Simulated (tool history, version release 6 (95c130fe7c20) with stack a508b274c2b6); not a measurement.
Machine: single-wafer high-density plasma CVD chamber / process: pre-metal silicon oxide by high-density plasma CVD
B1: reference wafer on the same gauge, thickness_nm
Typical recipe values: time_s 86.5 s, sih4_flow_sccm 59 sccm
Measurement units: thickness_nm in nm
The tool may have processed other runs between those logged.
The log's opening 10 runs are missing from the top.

Run 11, hour 443: usual settings; B1 577.394. Result: thickness_nm 490.028 nm.
Run 12, hour 473.5: usual settings but sih4_flow_sccm 64 sccm; B1 578.668. Result: thickness_nm 518.26 nm.
Run 13, hour 519.1: usual settings; B1 578.245. Result: thickness_nm 487.882 nm.
Run 14, hour 581.2: usual settings but sih4_flow_sccm 55 sccm; B1 578.143. Result: thickness_nm 462.414 nm.
Run 15, hour 648.9: usual settings but sih4_flow_sccm 55 sccm; B1 578.265. Result: thickness_nm 459.146 nm.
Run 16, hour 710.8: usual settings but sih4_flow_sccm 71 sccm; B1 578.517. Result: thickness_nm 565.486 nm.
Run 17, hour 767.5: usual settings but time_s 79 s, sih4_flow_sccm 48 sccm; B1 577.728. Result: thickness_nm 380.953 nm.
Run 18, hour 816.1: usual settings; B1 577.941. Result: thickness_nm 487.821 nm.
At hour 855.3: silane flow controller replaced.
Run 19, hour 864.6: usual settings but time_s 78 s, sih4_flow_sccm 68 sccm; B1 577.771. Result: thickness_nm 520.05 nm.
At hour 883.1: gauge calibrated.
Run 20, hour 935.1: usual settings; B1 577.554. Result: thickness_nm 514.467 nm.
Run 21, hour 969.3: usual settings but sih4_flow_sccm 56 sccm; B1 577.823. Result: thickness_nm 488.783 nm.
Run 22, hour 1040.9: usual settings but time_s 73.4 s, sih4_flow_sccm 51 sccm; B1 577.681. Result: thickness_nm 387.426 nm.
Run 23, hour 1080.1: usual settings; B1 578.71. Result: thickness_nm 512.69 nm.
Run 24, hour 1109.7: usual settings but time_s 91.2 s, sih4_flow_sccm 51 sccm; B1 577.371. Result: thickness_nm 480.252 nm.
Run 25, hour 1156.1: usual settings; B1 577.957. Result: thickness_nm 504.137 nm.
Run 26, hour 1222.9: usual settings but time_s 95.5 s, sih4_flow_sccm 48 sccm; B1 578.298. Result: thickness_nm 481.931 nm.
Run 27, hour 1264.7: usual settings but time_s 102.7 s, sih4_flow_sccm 69 sccm; B1 577.476. Result: thickness_nm 678.604 nm.
Run 28, hour 1327.6: usual settings but time_s 81.7 s, sih4_flow_sccm 62 sccm; B1 578.954. Result: thickness_nm 498.02 nm.
Run 29, hour 1376.2: usual settings but time_s 102.7 s, sih4_flow_sccm 55 sccm; B1 577.251. Result: thickness_nm 570.377 nm.

The next listed run, before its measurement:
Run 30, hour 1436.4: usual settings but time_s 92.4 s, sih4_flow_sccm 53 sccm; B1 ?. Result: thickness_nm ?.

{"run 30": {"B1": 577.479, "thickness_nm": 496.552}}
On a tool with no hidden condition, and with the same random variation, this run would have come out at thickness_nm 504.771 nm.
